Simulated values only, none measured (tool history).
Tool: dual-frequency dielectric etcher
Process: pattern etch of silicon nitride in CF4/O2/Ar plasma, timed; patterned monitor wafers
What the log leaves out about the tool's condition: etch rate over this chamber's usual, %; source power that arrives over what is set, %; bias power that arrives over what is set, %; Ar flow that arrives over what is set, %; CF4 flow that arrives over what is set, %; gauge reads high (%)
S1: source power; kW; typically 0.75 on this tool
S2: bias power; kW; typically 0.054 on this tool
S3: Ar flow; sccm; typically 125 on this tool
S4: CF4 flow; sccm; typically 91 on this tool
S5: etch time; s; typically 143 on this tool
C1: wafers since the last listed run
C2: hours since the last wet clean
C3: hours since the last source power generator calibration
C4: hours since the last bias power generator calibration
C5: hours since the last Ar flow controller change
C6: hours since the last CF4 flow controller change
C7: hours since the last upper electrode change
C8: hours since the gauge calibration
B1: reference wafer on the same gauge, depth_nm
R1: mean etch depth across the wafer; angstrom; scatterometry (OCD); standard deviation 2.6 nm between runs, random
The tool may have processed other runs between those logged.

run	hour	S1	S2	S3	S4	S5	C1	C2	C3	C4	C5	C6	C7	C8	B1	R1
1	0	0.75	0.054	125	91	143	0	368.3	3699.2	5312.6	5577.3	5432	2014.3	216	321.9	3712
2	42.3	0.75	0.054	108	91	143	375	410.6	3741.5	5354.9	5619.6	5474.3	2056.6	258.3	321.9	3747
3	50.2	0.75	0.054	108	91	143	70	418.5	3749.4	5362.8	5627.5	5482.2	2064.5	266.2	321.8	3727
4	58.8	0.75	0.054	108	91	143	76	427.1	3758	5371.4	5636.1	5490.8	2073.1	274.8	322	3723
5	67.2	0.75	0.054	125	91	143	74	435.5	3766.4	5379.8	5644.5	5499.2	2081.5	283.2	321.9	3618
# hour 112.7: CF4 flow controller replaced
6	113.2	0.75	0.054	125	91	143	354	481.5	3812.4	5425.8	5690.5	0.5	2127.5	329.2	322.2	3631
# hour 119.3: Ar flow controller replaced
7	124.9	0.9	0.059	112	91	109.5	50	493.2	3824.1	5437.5	5.6	12.2	2139.2	340.9	321.8	3343
# hour 137.2: source power generator calibrated
# hour 159.9: upper electrode replaced
8	160.4	0.75	0.054	125	91	143	78	528.7	23.2	5473	41.1	47.7	0.5	376.4	321.9	3598
9	160.7	0.75	0.054	138	91	143	2	529	23.5	5473.3	41.4	48	0.8	376.7	321.8	3578
10	168.2	0.75	0.054	125	74	154.5	66	536.5	31	5480.8	48.9	55.5	8.3	384.2	321.6	3820
# hour 195.8: bias power generator calibrated
# hour 209.1: gauge calibrated
# hour 216.4: wet clean of the chamber
11	216.9	0.69	0.054	139	91	143	213	0.5	79.7	21.1	97.6	104.2	57	7.8	322	3551
12	230	0.93	0.054	100	84	132	116	13.6	92.8	34.2	110.7	117.3	70.1	20.9	321.9	4237
13	247.7	0.8	0.054	101	108	143	157	31.3	110.5	51.9	128.4	135	87.8	38.6	321.8	4129
14	259	0.64	0.054	125	91	143	100	42.6	121.8	63.2	139.7	146.3	99.1	49.9	322	3379
15	266.4	0.75	0.054	125	91	143	65	50	129.2	70.6	147.1	153.7	106.5	57.3	322.4	3752
16	276.7	0.75	0.054	98	74	132	91	60.3	139.5	80.9	157.4	164	116.8	67.6	322.3	3605
17	289.7	0.75	0.054	125	91	143	115	73.3	152.5	93.9	170.4	177	129.8	80.6	322	3858
18	298.8	0.67	0.054	125	91	162	80	82.4	161.6	103	179.5	186.1	138.9	89.7	322.2	3907
19	310.4	0.75	0.054	125	76	143	102	94	173.2	114.6	191.1	197.7	150.5	101.3	322.1	3768
20	316.5	0.64	0.054	125	108	143	54	100.1	179.3	120.7	197.2	203.8	156.6	107.4	322.1	3479
21	330.7	0.81	0.054	148	73	177.5	126	114.3	193.5	134.9	211.4	218	170.8	121.6	322.2	4775

Consider 4 possible next runs. They are alternatives, not a sequence: every one starts from the tool as it was left by run 21. What does each give?
A	331.2	0.75	0.054	125	91	143	4	114.8	194	135.4	211.9	218.5	171.3	122.1	?	?
B	331.2	0.75	0.043	114	91	116.5	4	114.8	194	135.4	211.9	218.5	171.3	122.1	?	?
C	331.2	0.75	0.054	152	91	143	4	114.8	194	135.4	211.9	218.5	171.3	122.1	?	?
D	331.2	0.68	0.06	125	81	143	4	114.8	194	135.4	211.9	218.5	171.3	122.1	?	?

run	B1	R1
A	322.1	3770
B	322.1	2774
C	322.1	3673
D	322.1	3674
Without the tool's unlogged condition, the same runs would have read:
run	R1
A	3808
B	2802
C	3710
D	3711
